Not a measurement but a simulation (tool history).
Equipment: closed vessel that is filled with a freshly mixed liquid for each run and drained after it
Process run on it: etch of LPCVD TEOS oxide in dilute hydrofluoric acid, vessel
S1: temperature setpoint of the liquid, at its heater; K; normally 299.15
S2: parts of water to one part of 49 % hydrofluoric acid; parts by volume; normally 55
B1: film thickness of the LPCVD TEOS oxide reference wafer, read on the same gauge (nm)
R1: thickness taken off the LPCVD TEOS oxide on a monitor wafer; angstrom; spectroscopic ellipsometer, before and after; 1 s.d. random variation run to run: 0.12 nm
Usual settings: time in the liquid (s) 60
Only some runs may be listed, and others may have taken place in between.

{"run": 1, "hour": 0.0, "S1": 299.15, "S2": 55, "time in the liquid (s)": 60, "B1": 99.99, "R1": 338.9}
{"run": 2, "hour": 13.4, "S1": 299.15, "S2": 55, "time in the liquid (s)": 60, "B1": 100.01, "R1": 336.7}
{"run": 3, "hour": 34.2, "S1": 299.15, "S2": 55, "time in the liquid (s)": 60, "B1": 100.03, "R1": 336.4}
{"run": 4, "hour": 59.4, "S1": 299.15, "S2": 55, "time in the liquid (s)": 60, "B1": 100.01, "R1": 336.5}
{"run": 5, "hour": 94.0, "S1": 299.15, "S2": 55, "time in the liquid (s)": 60, "B1": 100.04, "R1": 336.8}
{"hour": 108.8, "done": "gauge calibrated"}
{"run": 6, "hour": 126.8, "S1": 299.15, "S2": 55, "time in the liquid (s)": 60, "B1": 99.97, "R1": 335.9}
{"run": 7, "hour": 162.5, "S1": 299.15, "S2": 55, "time in the liquid (s)": 60, "B1": 99.96, "R1": 335.3}
{"run": 8, "hour": 176.8, "S1": 300.65, "S2": 45, "time in the liquid (s)": 60, "B1": 100.03, "R1": 444.2}
{"run": 9, "hour": 194.0, "S1": 296.15, "S2": 55, "time in the liquid (s)": 60, "B1": 100.0, "R1": 298.4}
{"run": 10, "hour": 215.5, "S1": 295.15, "S2": 55, "time in the liquid (s)": 50, "B1": 99.99, "R1": 240.4}

The next listed run, before its measurement:
{"hour": 238.7, "done": "thermometer replaced"}
{"run": 11, "hour": 243.9, "S1": 301.15, "S2": 30, "time in the liquid (s)": 85, "B1": "?", "R1": "?"}

{"run 11": {"B1": 99.98, "R1": 983.1}}
On a tool with no hidden condition, and with the same random variation, this run would have come out at R1 983.1 angstrom.

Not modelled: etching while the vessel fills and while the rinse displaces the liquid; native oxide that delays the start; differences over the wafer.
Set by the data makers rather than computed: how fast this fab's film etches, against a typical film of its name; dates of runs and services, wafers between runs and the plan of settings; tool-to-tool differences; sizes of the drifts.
